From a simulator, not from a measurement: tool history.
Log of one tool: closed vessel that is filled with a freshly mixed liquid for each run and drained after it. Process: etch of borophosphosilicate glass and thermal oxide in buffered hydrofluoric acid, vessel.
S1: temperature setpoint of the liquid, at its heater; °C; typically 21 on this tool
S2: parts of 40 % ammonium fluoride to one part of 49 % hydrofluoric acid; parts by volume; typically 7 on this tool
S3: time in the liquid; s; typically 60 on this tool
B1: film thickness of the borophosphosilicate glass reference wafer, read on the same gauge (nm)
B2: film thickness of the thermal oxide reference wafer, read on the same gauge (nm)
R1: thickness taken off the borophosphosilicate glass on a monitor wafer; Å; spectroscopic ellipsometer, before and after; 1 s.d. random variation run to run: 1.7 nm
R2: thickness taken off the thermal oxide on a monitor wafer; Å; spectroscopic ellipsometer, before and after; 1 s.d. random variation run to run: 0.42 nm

| run | day | S1 | S2 | S3 | B1 | B2 | R1 | R2 |
|---|---|---|---|---|---|---|---|---|
| 1 | 0 | 21 | 6 | 60 | 108.81 | 118.65 | 2455.6 | 873.7 |
| 2 | 1.279 | 21 | 7 | 85 | 108.64 | 118.52 | 3067 | 1080 |
| 3 | 2.988 | 21 | 6.5 | 35 | 108.49 | 118.28 | 1359.9 | 476.2 |
| 4 | 5.6 | 21 | 7 | 60 | 108.16 | 118.01 | 2154 | 754.6 |
| 5 | 7.825 | 21 | 7 | 60 | 107.95 | 117.78 | 2140.2 | 753.2 |
| 6 | 10.254 | 21 | 7 | 60 | 107.69 | 117.48 | 2137.6 | 761 |
|  | 10.45 | hydrofluoric acid flow meter replaced |
| 7 | 11.908 | 21 | 5 | 60 | 107.56 | 117.33 | 2869.8 | 1003.3 |
| 8 | 14.454 | 21 | 5 | 60 | 107.24 | 117.03 | 2894.3 | 1006.6 |
| 9 | 16.754 | 21 | 7 | 60 | 107.03 | 116.75 | 2128.6 | 750.4 |
|  | 18.888 | thermometer replaced |
| 10 | 19.546 | 21 | 7 | 60 | 106.72 | 116.39 | 2085.4 | 751.9 |
| 11 | 21.046 | 21 | 9.5 | 35 | 106.56 | 116.25 | 902.8 | 318.4 |
| 12 | 22.304 | 21 | 9.5 | 35 | 106.4 | 116.09 | 911.8 | 319.3 |
| 13 | 24.45 | 21 | 8 | 85 | 106.24 | 115.87 | 2597.8 | 911.8 |
| 14 | 25.538 | 18.5 | 8 | 90 | 106.1 | 115.72 | 2378.1 | 852.3 |
| 15 | 26.708 | 21 | 7 | 60 | 105.96 | 115.58 | 2106.4 | 737.2 |
| 16 | 28.833 | 17 | 7 | 30 | 105.73 | 115.34 | 837.9 | 300.5 |
| 17 | 30.167 | 25.5 | 5 | 45 | 105.59 | 115.2 | 2712 | 945.7 |
|  | 30.204 | gauge calibrated |
|  | 31.521 | hydrofluoric acid flow meter replaced |
| 18 | 33.038 | 21 | 5 | 40 | 109.45 | 119.39 | 1982.6 | 680.5 |
| 19 | 35.512 | 24 | 7 | 60 | 109.17 | 119.08 | 2550.9 | 910.1 |
| 20 | 36.692 | 21 | 7 | 60 | 109.06 | 118.95 | 2191.5 | 765.8 |
| 21 | 37.992 | 21 | 5 | 80 | 108.91 | 118.78 | 3969 | 1361 |
| 22 | 39.975 | 21 | 6 | 40 | 108.68 | 118.58 | 1652.2 | 578.5 |
| 23 | 42.108 | 21 | 7 | 60 | 108.48 | 118.35 | 2150.7 | 763.1 |
| 24 | 44.483 | 21 | 9 | 75 | 108.25 | 118.08 | 2050.8 | 725.2 |
| 25 | 46.838 | 21 | 8 | 85 | 108 | 117.8 | 2634.5 | 932.1 |
| 26 | 48.112 | 19.5 | 5 | 80 | 107.88 | 117.67 | 3566.8 | 1250.2 |

3 options for the next run, each taken on its own from the tool as it stands now. Forecast them:
| A | 48.142 | 21 | 7 | 30 | ? | ? | ? | ? |
| B | 48.142 | 22.5 | 6 | 60 | ? | ? | ? | ? |
| C | 48.142 | 23.5 | 7 | 60 | ? | ? | ? | ? |

| run | B1 | B2 | R1 | R2 |
|---|---|---|---|---|
| A | 107.86 | 117.66 | 1087.1 | 378.4 |
| B | 107.86 | 117.66 | 2704.5 | 939.8 |
| C | 107.86 | 117.66 | 2490.4 | 868.6 |
Had the tool no hidden state, the same runs would have come out as:
| run | R1 | R2 |
|---|---|---|
| A | 1108.9 | 386 |
| B | 2758.6 | 958.6 |
| C | 2540.3 | 885.9 |
